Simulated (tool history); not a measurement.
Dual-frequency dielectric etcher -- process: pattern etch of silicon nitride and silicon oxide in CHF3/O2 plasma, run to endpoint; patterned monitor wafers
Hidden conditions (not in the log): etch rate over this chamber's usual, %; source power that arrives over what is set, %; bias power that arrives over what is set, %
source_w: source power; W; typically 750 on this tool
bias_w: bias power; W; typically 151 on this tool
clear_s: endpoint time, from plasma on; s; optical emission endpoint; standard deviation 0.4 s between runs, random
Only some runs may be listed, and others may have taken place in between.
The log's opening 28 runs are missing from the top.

run    hour  source_w  bias_w  wafers since the last listed run  hours since the last wet clean  hours since the last source power generator calibration  hours since the last bias power generator calibration  hours since the last upper electrode change  incoming incoming film thickness, nm  clear_s
 29  2497.6       880     184                               379                           480.6                                                   1449.1                                                  860.8                                       1614.2                                 163.5     94.3
 30  2585.5       850     127                               816                           568.5                                                     1537                                                  948.7                                       1702.1                                 164.6    106.8
 31  2626.1       670     151                               377                           609.1                                                   1577.6                                                  989.3                                       1742.7                                 163.3    115.1
       2719  -- wet clean of the chamber
 32  2719.5       590     127                               644                             0.5                                                     1671                                                 1082.7                                       1836.1                                 162.4    126.5
 33    2782       650     165                               580                              63                                                   1733.5                                                 1145.2                                       1898.6                                 162.2      112
 34  2822.9       570     115                               379                           103.9                                                   1774.4                                                 1186.1                                       1939.5                                 162.6    134.1
 35    2871       590     131                               446                             152                                                   1822.5                                                 1234.2                                       1987.6                                 163.1      128
 36  2972.7       750     175                               944                           253.7                                                   1924.2                                                 1335.9                                       2089.3                                 163.9    102.8

Below are 3 alternative next runs, each starting from the tool's condition after run 36. Predict each:
  A  2973.2       750     151                                 4                           254.2                                                   1924.7                                                 1336.4                                       2089.8                                 163.8        ?
  B  2973.2       830     151                                 4                           254.2                                                   1924.7                                                 1336.4                                       2089.8                                 163.8        ?
  C  2973.2       700     183                                 4                           254.2                                                   1924.7                                                 1336.4                                       2089.8                                 163.8        ?

run  clear_s
  A    107.9
  B    102.3
  C    106.1
Without the tool's hidden state the same runs would have given:
run  clear_s
  A      107
  B    101.5
  C    105.2
